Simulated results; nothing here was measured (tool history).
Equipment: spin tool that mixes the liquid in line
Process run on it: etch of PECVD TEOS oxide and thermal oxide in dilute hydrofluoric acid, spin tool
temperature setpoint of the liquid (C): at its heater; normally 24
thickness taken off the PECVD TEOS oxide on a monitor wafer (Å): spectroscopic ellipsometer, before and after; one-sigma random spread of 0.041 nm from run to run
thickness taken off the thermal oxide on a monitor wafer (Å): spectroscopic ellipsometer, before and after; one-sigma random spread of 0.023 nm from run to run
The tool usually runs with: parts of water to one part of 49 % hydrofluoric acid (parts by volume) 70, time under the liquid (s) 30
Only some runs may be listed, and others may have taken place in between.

run,hour,temperature setpoint of the liquid (C),parts of water to one part of 49 % hydrofluoric acid (parts by volume),time under the liquid (s),"read-back film thickness of the PECVD TEOS oxide reference wafer, read on the same gauge (nm)","read-back film thickness of the thermal oxide reference wafer, read on the same gauge (nm)",thickness taken off the PECVD TEOS oxide on a monitor wafer (Å),thickness taken off the thermal oxide on a monitor wafer (Å)
1,0,24,70,30,30.13,140.533,126.3,21.48
2,21.1,24,70,30,30.15,140.63,126.4,21.62
3,33.6,26,70,30,30.13,140.753,136.8,23.47
4,57,24,70,35,30.18,140.805,147.2,26.15
5,91.9,24,70,35,30.23,141.124,148.1,25.82
6,117.8,24,70,35,30.3,141.339,148.3,25.68
7,141.1,22.5,70,25,30.35,141.649,99.5,17.4
8,160.3,22.5,70,25,30.38,141.834,99.9,17.24
9,182,20.5,90,30,29.97,139.915,82.8,14.47
10,198.7,24,70,45,29.98,139.929,188.2,33.08
11,216.8,24,70,30,30,139.99,126.2,21.79
12,233.6,24,85,20,29.99,140.026,67.9,11.88
13,267.2,24,70,30,30.03,140.103,125.6,21.42
14,283.5,27.5,70,20,30.03,140.196,96.7,16.68
15,303.5,24,70,30,30.08,140.291,126.8,21.92
16,319.2,24,70,50,30.12,140.361,210.3,36.8

Taken out of this log: 3 entries between the listed runs. Where each belongs, and how the hidden state differs across it:
In the gap between runs 5 and 6: hydrofluoric acid flow meter replaced (hour 106.1)
  gauge reads high (%): 0.814 -> 0.979
  difference, measured minus the result without the unlogged condition, thickness taken off the PECVD TEOS oxide on a monitor wafer (Å): +1.2 -> +1.4; thickness taken off the thermal oxide on a monitor wafer (Å): +0.21 -> +0.25
In the gap between runs 8 and 9: gauge calibrated (hour 162.1)
  gauge reads high (%): 1.29 -> -0.0653
  difference, measured minus the result without the unlogged condition, thickness taken off the PECVD TEOS oxide on a monitor wafer (Å): +1.3 -> -0.1; thickness taken off the thermal oxide on a monitor wafer (Å): +0.22 -> -0.01
In the gap between runs 11 and 12: thermometer replaced (hour 230.7)
  gauge reads high (%): -0.0286 -> 0.00125
  difference, measured minus the result without the unlogged condition, thickness taken off the PECVD TEOS oxide on a monitor wafer (Å): -0.1 -> +0; thickness taken off the thermal oxide on a monitor wafer (Å): -0.01 -> +0

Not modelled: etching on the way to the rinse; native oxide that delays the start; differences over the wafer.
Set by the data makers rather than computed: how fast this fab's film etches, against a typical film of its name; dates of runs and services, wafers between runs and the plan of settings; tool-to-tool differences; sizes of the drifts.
